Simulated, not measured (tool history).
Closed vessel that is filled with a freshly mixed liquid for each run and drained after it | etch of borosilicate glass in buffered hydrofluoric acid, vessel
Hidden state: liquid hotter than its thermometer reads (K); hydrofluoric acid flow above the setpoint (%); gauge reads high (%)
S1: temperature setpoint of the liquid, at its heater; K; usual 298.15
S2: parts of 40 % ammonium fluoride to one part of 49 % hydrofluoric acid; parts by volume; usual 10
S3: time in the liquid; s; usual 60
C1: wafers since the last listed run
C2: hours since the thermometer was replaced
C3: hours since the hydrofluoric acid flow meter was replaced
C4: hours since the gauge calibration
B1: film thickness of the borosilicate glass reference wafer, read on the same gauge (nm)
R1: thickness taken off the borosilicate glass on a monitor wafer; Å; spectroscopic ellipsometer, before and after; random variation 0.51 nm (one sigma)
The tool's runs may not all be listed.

run,hour,S1,S2,S3,C1,C2,C3,C4,B1,R1
1,0,298.15,10,60,0,683.6,1555.4,52.6,130,869
2,16.3,295.65,10,85,1747,699.9,1571.7,68.9,129.98,1077.9
3,33.5,298.15,10,70,1843,717.1,1588.9,86.1,130,1015.2
4,49,298.15,10,60,1661,732.6,1604.4,101.6,130,878.4
5,59.7,298.15,10,60,1147,743.3,1615.1,112.3,129.99,881.2
# hour 64.8: thermometer replaced
6,76.2,298.15,10,60,1661,11.4,1631.6,128.8,129.98,769.4
7,86.8,298.15,10,60,1136,22,1642.2,139.4,129.99,779.6
8,95,298.15,10,85,879,30.2,1650.4,147.6,129.99,1113.3
9,102.8,298.15,7.5,45,836,38,1658.2,155.4,129.99,770.1
# hour 109.4: hydrofluoric acid flow meter replaced
# hour 110.3: gauge calibrated
10,116.8,293.15,6,70,1393,52,7.4,6.5,130,1141.5
11,133.7,298.15,10,60,1811,68.9,24.3,23.4,130.01,784.8
12,143,298.15,11,40,997,78.2,33.6,32.7,130.01,478.1
13,160,293.65,8.5,35,1822,95.2,50.6,49.7,130,410.2
14,174.8,296.65,12,70,1586,110,65.4,64.5,130,708.1
15,182.1,294.65,10,60,782,117.3,72.7,71.8,129.99,655.9
16,194.6,302.65,7,60,1340,129.8,85.2,84.3,129.98,1422.2

Forecast each of these 3 alternatives for the next run:
A,195.3,298.15,10,60,75,130.5,85.9,85,?,?
B,195.3,298.15,10,50,75,130.5,85.9,85,?,?
C,195.3,298.15,12,95,75,130.5,85.9,85,?,?

run,B1,R1
A,130.01,790.3
B,130.01,658.6
C,130.01,1045.5
Without the tool's hidden state the same runs would have given:
run,R1
A,765.2
B,637.6
C,1012.1

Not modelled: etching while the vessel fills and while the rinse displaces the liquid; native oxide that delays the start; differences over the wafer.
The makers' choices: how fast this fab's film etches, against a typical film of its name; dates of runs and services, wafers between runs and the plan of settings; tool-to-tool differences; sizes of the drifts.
